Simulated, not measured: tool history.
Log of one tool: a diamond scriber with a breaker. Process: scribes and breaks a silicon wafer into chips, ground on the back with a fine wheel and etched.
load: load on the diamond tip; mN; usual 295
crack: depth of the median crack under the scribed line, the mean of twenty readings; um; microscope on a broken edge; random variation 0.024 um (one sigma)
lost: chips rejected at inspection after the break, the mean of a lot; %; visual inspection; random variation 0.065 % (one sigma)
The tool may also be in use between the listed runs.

run   hour  load  incoming depth of the damage left on the back of the incoming wafer, um  crack   lost
  1      0   295                                                                     0.76    6.4  13.61
  2   14.1   295                                                                      0.4   6.36  13.27
  3   22.5   295                                                                     0.75   6.39  13.69
  4   34.1   295                                                                     0.65   6.32   12.8
  5   47.6   349                                                                     0.73   7.11   4.36
  6   63.1   349                                                                     0.73   7.08   5.11
  7   72.7   295                                                                     0.57   6.26  12.85
  8  117.4   295                                                                     0.74   6.16  18.12
  9  127.3   295                                                                     0.64   6.12  19.19
     134.1  -- diamond tip replaced by a new one
 10  138.4   374                                                                     0.71   8.49   1.07
 11  144.8   295                                                                     0.63    7.1   5.05

Forecast run 12:
 12  158.1   356                                                                     0.73      ?     ?

Run 12 gave crack 8.13 um, lost 1.03 %.
Without the tool's hidden state the same run would have given crack 9.42 um, lost 4.97 %.
